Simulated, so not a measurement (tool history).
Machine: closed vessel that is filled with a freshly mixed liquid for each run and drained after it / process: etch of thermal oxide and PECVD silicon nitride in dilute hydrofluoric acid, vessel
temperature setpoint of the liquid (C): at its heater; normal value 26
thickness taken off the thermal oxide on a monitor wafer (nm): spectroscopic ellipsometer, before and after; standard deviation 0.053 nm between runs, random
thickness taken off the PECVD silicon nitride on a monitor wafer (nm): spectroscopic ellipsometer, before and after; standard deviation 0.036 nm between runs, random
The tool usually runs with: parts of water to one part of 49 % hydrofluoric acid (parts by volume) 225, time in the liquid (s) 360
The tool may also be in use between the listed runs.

run   hour  temperature setpoint of the liquid (C)  parts of water to one part of 49 % hydrofluoric acid (parts by volume)  time in the liquid (s)  wafers since the last listed run  hours since the thermometer was replaced  hours since the hydrofluoric acid flow meter was replaced  hours since the gauge calibration  read-back film thickness of the thermal oxide reference wafer, read on the same gauge (nm)  read-back film thickness of the PECVD silicon nitride reference wafer, read on the same gauge (nm)  thickness taken off the thermal oxide on a monitor wafer (nm)  thickness taken off the PECVD silicon nitride on a monitor wafer (nm)
  1      0                                      26                                                                     225                     360                                 0                                      2239                                                      245.7                              529.9                                                                                       69.99                                                                                               90.01                                                           9.17                                                                   7.24
  2   24.9                                      26                                                                     225                     360                              1929                                    2263.9                                                      270.6                              554.8                                                                                       69.99                                                                                               90.01                                                           9.18                                                                   7.21
  3   54.8                                      26                                                                     225                     360                              2316                                    2293.8                                                      300.5                              584.7                                                                                          70                                                                                               89.97                                                           9.26                                                                   7.19
  4     68                                      26                                                                     225                     360                              1022                                      2307                                                      313.7                              597.9                                                                                       69.98                                                                                               90.02                                                           9.35                                                                   7.22
  5   99.8                                      26                                                                     225                     360                              2464                                    2338.8                                                      345.5                              629.7                                                                                       69.99                                                                                               90.01                                                           9.36                                                                   7.22
  6  121.3                                    24.5                                                                     225                     360                              1665                                    2360.3                                                        367                              651.2                                                                                       69.99                                                                                                  90                                                           8.83                                                                    6.7
  7  154.5                                    28.5                                                                     225                     540                              2572                                    2393.5                                                      400.2                              684.4                                                                                       69.99                                                                                               90.04                                                          15.51                                                                  12.84
       167  -- hydrofluoric acid flow meter replaced
     169.9  -- thermometer replaced
  8  171.3                                      26                                                                     225                     360                              1146                                       1.4                                                        4.3                              701.2                                                                                          70                                                                                               90.01                                                           8.41                                                                   6.35
  9  206.7                                      26                                                                     310                     415                              2742                                      36.8                                                       39.7                              736.6                                                                                       69.99                                                                                               90.01                                                           6.52                                                                   5.29
 10  221.6                                    24.5                                                                     285                     360                              1154                                      51.7                                                       54.6                              751.5                                                                                       70.01                                                                                               89.97                                                           5.96                                                                   4.58
 11  245.8                                      26                                                                     225                     360                              1875                                      75.9                                                       78.8                              775.7                                                                                       69.99                                                                                               89.99                                                           8.52                                                                   6.41
 12  267.1                                    30.5                                                                     225                     525                              1650                                      97.2                                                      100.1                                797                                                                                       69.99                                                                                               89.96                                                          14.52                                                                  12.28
 13  299.5                                    22.5                                                                     225                     275                              2510                                     129.6                                                      132.5                              829.4                                                                                          70                                                                                                  90                                                           5.75                                                                   3.98
 14  313.3                                      26                                                                     225                     360                              1069                                     143.4                                                      146.3                              843.2                                                                                          70                                                                                               90.03                                                           8.62                                                                   6.44
       333  -- gauge calibrated
 15  337.5                                      26                                                                     225                     360                              1875                                     167.6                                                      170.5                                4.5                                                                                       69.98                                                                                               90.03                                                           8.79                                                                   6.54
 16  356.5                                    24.5                                                                     125                     360                              1472                                     186.6                                                      189.5                               23.5                                                                                       69.99                                                                                               90.02                                                           16.5                                                                  10.67
 17  383.5                                      26                                                                     295                     360                              2092                                     213.6                                                      216.5                               50.5                                                                                       69.99                                                                                               89.98                                                           6.15                                                                   5.02

What does the tool deliver on the next run?
 18  404.2                                      26                                                                     225                     360                              1603                                     234.3                                                      237.2                               71.2                                                                                           ?                                                                                                   ?                                                              ?                                                                      ?

{"run 18": {"read-back film thickness of the thermal oxide reference wafer, read on the same gauge (nm)": 70.02, "read-back film thickness of the PECVD silicon nitride reference wafer, read on the same gauge (nm)": 89.97, "thickness taken off the thermal oxide on a monitor wafer (nm)": 8.69, "thickness taken off the PECVD silicon nitride on a monitor wafer (nm)": 6.57}}
Were there no unlogged condition in the tool, this run, its random variation unchanged, would have produced thickness taken off the thermal oxide on a monitor wafer (nm) 8.26, thickness taken off the PECVD silicon nitride on a monitor wafer (nm) 6.17.

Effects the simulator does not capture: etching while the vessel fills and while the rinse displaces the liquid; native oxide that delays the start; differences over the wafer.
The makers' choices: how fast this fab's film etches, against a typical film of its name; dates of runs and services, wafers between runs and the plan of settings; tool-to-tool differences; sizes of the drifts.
